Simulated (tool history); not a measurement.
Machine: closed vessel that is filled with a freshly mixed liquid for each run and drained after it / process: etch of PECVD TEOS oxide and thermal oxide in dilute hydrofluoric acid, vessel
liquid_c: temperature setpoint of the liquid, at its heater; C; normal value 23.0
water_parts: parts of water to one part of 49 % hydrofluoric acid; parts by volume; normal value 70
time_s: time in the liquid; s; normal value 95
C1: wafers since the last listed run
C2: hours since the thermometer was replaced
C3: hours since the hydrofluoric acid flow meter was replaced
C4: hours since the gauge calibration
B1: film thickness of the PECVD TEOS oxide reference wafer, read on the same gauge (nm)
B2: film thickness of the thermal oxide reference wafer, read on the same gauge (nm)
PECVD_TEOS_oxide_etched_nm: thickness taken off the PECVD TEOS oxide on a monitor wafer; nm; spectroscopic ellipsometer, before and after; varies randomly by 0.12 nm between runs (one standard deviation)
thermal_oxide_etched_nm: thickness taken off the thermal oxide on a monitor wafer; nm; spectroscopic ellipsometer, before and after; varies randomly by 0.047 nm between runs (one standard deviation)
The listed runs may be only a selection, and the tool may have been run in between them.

run 1 hour=0.0 | liquid_c=24.5 water_parts=70 time_s=135 | C1=0 C2=120.3 C3=46.4 C4=971.1 | B1=105.23 B2=52.59 | PECVD_TEOS_oxide_etched_nm=21.12 thermal_oxide_etched_nm=10.49
run 2 hour=27.8 | liquid_c=25.0 water_parts=95 time_s=125 | C1=2771 C2=148.1 C3=74.2 C4=998.9 | B1=105.26 B2=52.63 | PECVD_TEOS_oxide_etched_nm=14.22 thermal_oxide_etched_nm=7.13
run 3 hour=55.8 | liquid_c=23.0 water_parts=60 time_s=95 | C1=2791 C2=176.1 C3=102.2 C4=1026.9 | B1=105.31 B2=52.68 | PECVD_TEOS_oxide_etched_nm=16.62 thermal_oxide_etched_nm=8.19
run 4 hour=89.4 | liquid_c=23.0 water_parts=70 time_s=150 | C1=3349 C2=209.7 C3=135.8 C4=1060.5 | B1=105.39 B2=52.66 | PECVD_TEOS_oxide_etched_nm=22.02 thermal_oxide_etched_nm=10.93
run 5 hour=102.9 | liquid_c=27.0 water_parts=95 time_s=115 | C1=1345 C2=223.2 C3=149.3 C4=1074.0 | B1=105.39 B2=52.72 | PECVD_TEOS_oxide_etched_nm=14.15 thermal_oxide_etched_nm=7.14
run 6 hour=124.7 | liquid_c=18.5 water_parts=55 time_s=95 | C1=2173 C2=245.0 C3=171.1 C4=1095.8 | B1=105.43 B2=52.72 | PECVD_TEOS_oxide_etched_nm=15.06 thermal_oxide_etched_nm=7.37
run 7 hour=137.7 | liquid_c=19.0 water_parts=90 time_s=70 | C1=1295 C2=258.0 C3=184.1 C4=1108.8 | B1=105.47 B2=52.72 | PECVD_TEOS_oxide_etched_nm=6.63 thermal_oxide_etched_nm=3.30
run 8 hour=171.7 | liquid_c=23.0 water_parts=70 time_s=80 | C1=3389 C2=292.0 C3=218.1 C4=1142.8 | B1=105.50 B2=52.71 | PECVD_TEOS_oxide_etched_nm=12.04 thermal_oxide_etched_nm=5.83
run 9 hour=197.6 | liquid_c=27.5 water_parts=100 time_s=95 | C1=2581 C2=317.9 C3=244.0 C4=1168.7 | B1=105.52 B2=52.72 | PECVD_TEOS_oxide_etched_nm=11.32 thermal_oxide_etched_nm=5.58
run 10 hour=213.3 | liquid_c=23.0 water_parts=70 time_s=95 | C1=1565 C2=333.6 C3=259.7 C4=1184.4 | B1=105.51 B2=52.77 | PECVD_TEOS_oxide_etched_nm=14.05 thermal_oxide_etched_nm=6.92
run 11 hour=238.3 | liquid_c=23.0 water_parts=70 time_s=95 | C1=2492 C2=358.6 C3=284.7 C4=1209.4 | B1=105.53 B2=52.76 | PECVD_TEOS_oxide_etched_nm=14.14 thermal_oxide_etched_nm=6.93
run 12 hour=250.8 | liquid_c=25.0 water_parts=35 time_s=140 | C1=1246 C2=371.1 C3=297.2 C4=1221.9 | B1=105.56 B2=52.80 | PECVD_TEOS_oxide_etched_nm=47.38 thermal_oxide_etched_nm=23.09
-- hour=255.4 gauge calibrated
run 13 hour=301.1 | liquid_c=19.5 water_parts=40 time_s=125 | C1=5014 C2=421.4 C3=347.5 C4=45.7 | B1=100.29 B2=50.12 | PECVD_TEOS_oxide_etched_nm=27.73 thermal_oxide_etched_nm=13.47
run 14 hour=330.8 | liquid_c=24.5 water_parts=55 time_s=40 | C1=2960 C2=451.1 C3=377.2 C4=75.4 | B1=100.62 B2=50.31 | PECVD_TEOS_oxide_etched_nm=7.78 thermal_oxide_etched_nm=3.88
run 15 hour=359.5 | liquid_c=23.0 water_parts=80 time_s=95 | C1=2861 C2=479.8 C3=405.9 C4=104.1 | B1=100.91 B2=50.46 | PECVD_TEOS_oxide_etched_nm=11.43 thermal_oxide_etched_nm=5.72
run 16 hour=376.3 | liquid_c=23.0 water_parts=90 time_s=95 | C1=1674 C2=496.6 C3=422.7 C4=120.9 | B1=101.08 B2=50.55 | PECVD_TEOS_oxide_etched_nm=10.16 thermal_oxide_etched_nm=5.01
run 17 hour=388.8 | liquid_c=23.0 water_parts=70 time_s=95 | C1=1246 C2=509.1 C3=435.2 C4=133.4 | B1=101.18 B2=50.61 | PECVD_TEOS_oxide_etched_nm=13.71 thermal_oxide_etched_nm=6.64
run 18 hour=409.5 | liquid_c=23.0 water_parts=70 time_s=40 | C1=2063 C2=529.8 C3=455.9 C4=154.1 | B1=101.39 B2=50.66 | PECVD_TEOS_oxide_etched_nm=5.72 thermal_oxide_etched_nm=2.82
run 19 hour=443.2 | liquid_c=23.0 water_parts=105 time_s=65 | C1=3359 C2=563.5 C3=489.6 C4=187.8 | B1=101.71 B2=50.87 | PECVD_TEOS_oxide_etched_nm=5.83 thermal_oxide_etched_nm=2.90
run 20 hour=478.3 | liquid_c=18.5 water_parts=70 time_s=95 | C1=3499 C2=598.6 C3=524.7 C4=222.9 | B1=101.99 B2=50.96 | PECVD_TEOS_oxide_etched_nm=11.33 thermal_oxide_etched_nm=5.54
run 21 hour=502.4 | liquid_c=23.0 water_parts=70 time_s=80 | C1=2402 C2=622.7 C3=548.8 C4=247.0 | B1=102.19 B2=51.09 | PECVD_TEOS_oxide_etched_nm=11.50 thermal_oxide_etched_nm=5.61
run 22 hour=526.5 | liquid_c=23.0 water_parts=35 time_s=95 | C1=2402 C2=646.8 C3=572.9 C4=271.1 | B1=102.40 B2=51.19 | PECVD_TEOS_oxide_etched_nm=27.95 thermal_oxide_etched_nm=14.18
run 23 hour=555.6 | liquid_c=18.0 water_parts=45 time_s=60 | C1=2900 C2=675.9 C3=602.0 C4=300.2 | B1=102.53 B2=51.26 | PECVD_TEOS_oxide_etched_nm=11.20 thermal_oxide_etched_nm=5.56
run 24 hour=591.3 | liquid_c=23.0 water_parts=45 time_s=50 | C1=3558 C2=711.6 C3=637.7 C4=335.9 | B1=102.79 B2=51.41 | PECVD_TEOS_oxide_etched_nm=11.44 thermal_oxide_etched_nm=5.75
run 25 hour=606.5 | liquid_c=23.0 water_parts=80 time_s=45 | C1=1515 C2=726.8 C3=652.9 C4=351.1 | B1=102.89 B2=51.46 | PECVD_TEOS_oxide_etched_nm=5.52 thermal_oxide_etched_nm=2.77
run 26 hour=633.4 | liquid_c=25.0 water_parts=70 time_s=95 | C1=2681 C2=753.7 C3=679.8 C4=378.0 | B1=103.07 B2=51.53 | PECVD_TEOS_oxide_etched_nm=14.82 thermal_oxide_etched_nm=7.26

What if the next run were any one of these 4? Each begins from the tool's condition after run 26:
run A hour=634.1 | liquid_c=23.0 water_parts=70 time_s=120 | C1=69 C2=754.4 C3=680.5 C4=378.7 | B1=? B2=? | PECVD_TEOS_oxide_etched_nm=? thermal_oxide_etched_nm=?
run B hour=634.1 | liquid_c=23.0 water_parts=55 time_s=95 | C1=69 C2=754.4 C3=680.5 C4=378.7 | B1=? B2=? | PECVD_TEOS_oxide_etched_nm=? thermal_oxide_etched_nm=?
run C hour=634.1 | liquid_c=19.5 water_parts=55 time_s=125 | C1=69 C2=754.4 C3=680.5 C4=378.7 | B1=? B2=? | PECVD_TEOS_oxide_etched_nm=? thermal_oxide_etched_nm=?
run D hour=634.1 | liquid_c=20.0 water_parts=95 time_s=55 | C1=69 C2=754.4 C3=680.5 C4=378.7 | B1=? B2=? | PECVD_TEOS_oxide_etched_nm=? thermal_oxide_etched_nm=?

run=A B1=103.08 B2=51.53 PECVD_TEOS_oxide_etched_nm=17.29 thermal_oxide_etched_nm=8.51
run=B B1=103.08 B2=51.53 PECVD_TEOS_oxide_etched_nm=17.75 thermal_oxide_etched_nm=8.74
run=C B1=103.08 B2=51.53 PECVD_TEOS_oxide_etched_nm=20.17 thermal_oxide_etched_nm=9.94
run=D B1=103.08 B2=51.53 PECVD_TEOS_oxide_etched_nm=5.01 thermal_oxide_etched_nm=2.47
Stripped of hidden state, with their random variation kept, the same runs would have yielded:
run=A PECVD_TEOS_oxide_etched_nm=16.78 thermal_oxide_etched_nm=8.26
run=B PECVD_TEOS_oxide_etched_nm=17.23 thermal_oxide_etched_nm=8.49
run=C PECVD_TEOS_oxide_etched_nm=19.58 thermal_oxide_etched_nm=9.64
run=D PECVD_TEOS_oxide_etched_nm=4.86 thermal_oxide_etched_nm=2.40
